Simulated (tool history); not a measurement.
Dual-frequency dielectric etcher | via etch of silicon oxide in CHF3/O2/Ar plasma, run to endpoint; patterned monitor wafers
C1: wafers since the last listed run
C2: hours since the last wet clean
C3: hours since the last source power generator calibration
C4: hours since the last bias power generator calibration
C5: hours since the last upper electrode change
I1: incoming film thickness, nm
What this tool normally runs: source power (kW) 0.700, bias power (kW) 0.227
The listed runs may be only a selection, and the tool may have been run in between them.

Run 1, hour 0.0: usual settings; C1 0; C2 41.8; C3 4086.5; C4 1267.0; C5 4129.5; I1 460.6. Result: endpoint time (s) 210.5.
Run 2, hour 65.3: usual settings; C1 323; C2 107.1; C3 4151.8; C4 1332.3; C5 4194.8; I1 454.9. Result: endpoint time (s) 208.1.
Run 3, hour 112.7: usual settings; C1 235; C2 154.5; C3 4199.2; C4 1379.7; C5 4242.2; I1 459.9. Result: endpoint time (s) 209.1.
Run 4, hour 160.0: usual settings but source power (kW) 0.830; C1 234; C2 201.8; C3 4246.5; C4 1427.0; C5 4289.5; I1 456.0. Result: endpoint time (s) 198.3.
Run 5, hour 194.1: usual settings but source power (kW) 0.830; C1 169; C2 235.9; C3 4280.6; C4 1461.1; C5 4323.6; I1 456.6. Result: endpoint time (s) 196.4.
Run 6, hour 228.7: usual settings but source power (kW) 0.830; C1 171; C2 270.5; C3 4315.2; C4 1495.7; C5 4358.2; I1 452.1. Result: endpoint time (s) 194.7.
Run 7, hour 299.4: usual settings; C1 350; C2 341.2; C3 4385.9; C4 1566.4; C5 4428.9; I1 456.7. Result: endpoint time (s) 207.1.
Run 8, hour 414.8: usual settings; C1 572; C2 456.6; C3 4501.3; C4 1681.8; C5 4544.3; I1 460.2. Result: endpoint time (s) 207.5.
At hour 466.9: source power generator calibrated.
Run 9, hour 471.4: usual settings; C1 260; C2 513.2; C3 4.5; C4 1738.4; C5 4600.9; I1 453.8. Result: endpoint time (s) 204.1.
At hour 514.7: upper electrode replaced.
At hour 525.7: wet clean of the chamber.
Run 10, hour 530.0: usual settings; C1 117; C2 4.3; C3 63.1; C4 1797.0; C5 15.3; I1 452.7. Result: endpoint time (s) 207.7.
Run 11, hour 589.4: usual settings; C1 294; C2 63.7; C3 122.5; C4 1856.4; C5 74.7; I1 457.0. Result: endpoint time (s) 210.1.
Run 12, hour 647.1: usual settings; C1 286; C2 121.4; C3 180.2; C4 1914.1; C5 132.4; I1 455.3. Result: endpoint time (s) 209.0.
Run 13, hour 715.5: usual settings; C1 339; C2 189.8; C3 248.6; C4 1982.5; C5 200.8; I1 459.7. Result: endpoint time (s) 208.4.
Run 14, hour 772.2: usual settings but source power (kW) 0.760; C1 281; C2 246.5; C3 305.3; C4 2039.2; C5 257.5; I1 453.0. Result: endpoint time (s) 202.4.
Run 15, hour 810.2: usual settings; C1 188; C2 284.5; C3 343.3; C4 2077.2; C5 295.5; I1 460.1. Result: endpoint time (s) 209.3.
Run 16, hour 840.3: usual settings; C1 149; C2 314.6; C3 373.4; C4 2107.3; C5 325.6; I1 456.6. Result: endpoint time (s) 207.2.
Run 17, hour 887.9: usual settings but source power (kW) 0.620, bias power (kW) 0.282; C1 236; C2 362.2; C3 421.0; C4 2154.9; C5 373.2; I1 456.6. Result: endpoint time (s) 202.1.
Run 18, hour 913.4: usual settings; C1 126; C2 387.7; C3 446.5; C4 2180.4; C5 398.7; I1 459.4. Result: endpoint time (s) 206.4.
Run 19, hour 956.7: usual settings; C1 214; C2 431.0; C3 489.8; C4 2223.7; C5 442.0; I1 458.5. Result: endpoint time (s) 207.0.
Run 20, hour 1013.6: usual settings but source power (kW) 0.840, bias power (kW) 0.207; C1 282; C2 487.9; C3 546.7; C4 2280.6; C5 498.9; I1 457.3. Result: endpoint time (s) 199.0.
At hour 1056.4: bias power generator calibrated.
Run 21, hour 1077.4: usual settings but source power (kW) 0.600; C1 296; C2 551.7; C3 610.5; C4 21.0; C5 562.7; I1 457.7. Result: endpoint time (s) 213.8.
Run 22, hour 1106.2: usual settings but source power (kW) 0.860, bias power (kW) 0.190; C1 142; C2 580.5; C3 639.3; C4 49.8; C5 591.5; I1 458.0. Result: endpoint time (s) 201.2.
At hour 1157.3: wet clean of the chamber.
Run 23, hour 1157.8: usual settings but source power (kW) 0.530, bias power (kW) 0.244; C1 136; C2 0.5; C3 690.9; C4 101.4; C5 643.1; I1 456.7. Result: endpoint time (s) 222.9.
Run 24, hour 1194.3: usual settings but source power (kW) 0.550, bias power (kW) 0.252; C1 181; C2 37.0; C3 727.4; C4 137.9; C5 679.6; I1 453.9. Result: endpoint time (s) 214.9.
Run 25, hour 1261.7: usual settings; C1 334; C2 104.4; C3 794.8; C4 205.3; C5 747.0; I1 456.4. Result: endpoint time (s) 207.9.
Run 26, hour 1303.6: usual settings; C1 207; C2 146.3; C3 836.7; C4 247.2; C5 788.9; I1 459.6. Result: endpoint time (s) 209.7.
Run 27, hour 1349.2: usual settings but source power (kW) 0.860, bias power (kW) 0.275; C1 226; C2 191.9; C3 882.3; C4 292.8; C5 834.5; I1 457.9. Result: endpoint time (s) 188.1.
Run 28, hour 1384.6: usual settings; C1 175; C2 227.3; C3 917.7; C4 328.2; C5 869.9; I1 457.4. Result: endpoint time (s) 205.5.
Run 29, hour 1444.8: usual settings but bias power (kW) 0.181; C1 298; C2 287.5; C3 977.9; C4 388.4; C5 930.1; I1 460.1. Result: endpoint time (s) 219.6.
Run 30, hour 1513.3: usual settings; C1 339; C2 356.0; C3 1046.4; C4 456.9; C5 998.6; I1 457.1. Result: endpoint time (s) 205.7.
Run 31, hour 1584.9: usual settings but bias power (kW) 0.179; C1 355; C2 427.6; C3 1118.0; C4 528.5; C5 1070.2; I1 457.1. Result: endpoint time (s) 218.4.
Run 32, hour 1686.4: usual settings; C1 503; C2 529.1; C3 1219.5; C4 630.0; C5 1171.7; I1 454.3. Result: endpoint time (s) 204.0.
Run 33, hour 1710.9: usual settings but source power (kW) 0.620, bias power (kW) 0.259; C1 121; C2 553.6; C3 1244.0; C4 654.5; C5 1196.2; I1 455.4. Result: endpoint time (s) 203.5.
Run 34, hour 1773.3: usual settings but source power (kW) 0.580, bias power (kW) 0.259; C1 309; C2 616.0; C3 1306.4; C4 716.9; C5 1258.6; I1 456.4. Result: endpoint time (s) 206.5.
Run 35, hour 1806.0: usual settings but source power (kW) 0.530, bias power (kW) 0.189; C1 162; C2 648.7; C3 1339.1; C4 749.6; C5 1291.3; I1 454.6. Result: endpoint time (s) 227.4.

For each run, what was the tool's unlogged condition?
source power that arrives over what is set, %: 0 at every run
bias power that arrives over what is set, %: 0 at every run
H1: etch rate over this chamber's usual, %
run      H1
  1   0.337
  2    0.67
  3   0.911
  4    1.15
  5    1.33
  6     1.5
  7    1.86
  8    2.45
  9    2.74
 10  -0.121
 11   0.182
 12   0.475
 13   0.824
 14    1.11
 15    1.31
 16    1.46
 17     1.7
 18    1.83
 19    2.05
 20    2.34
 21    2.67
 22    2.81
 23  0.0748
 24   0.261
 25   0.604
 26   0.817
 27    1.05
 28    1.23
 29    1.54
 30    1.88
 31    2.25
 32    2.77
 33    2.89
 34    3.21
 35    3.37
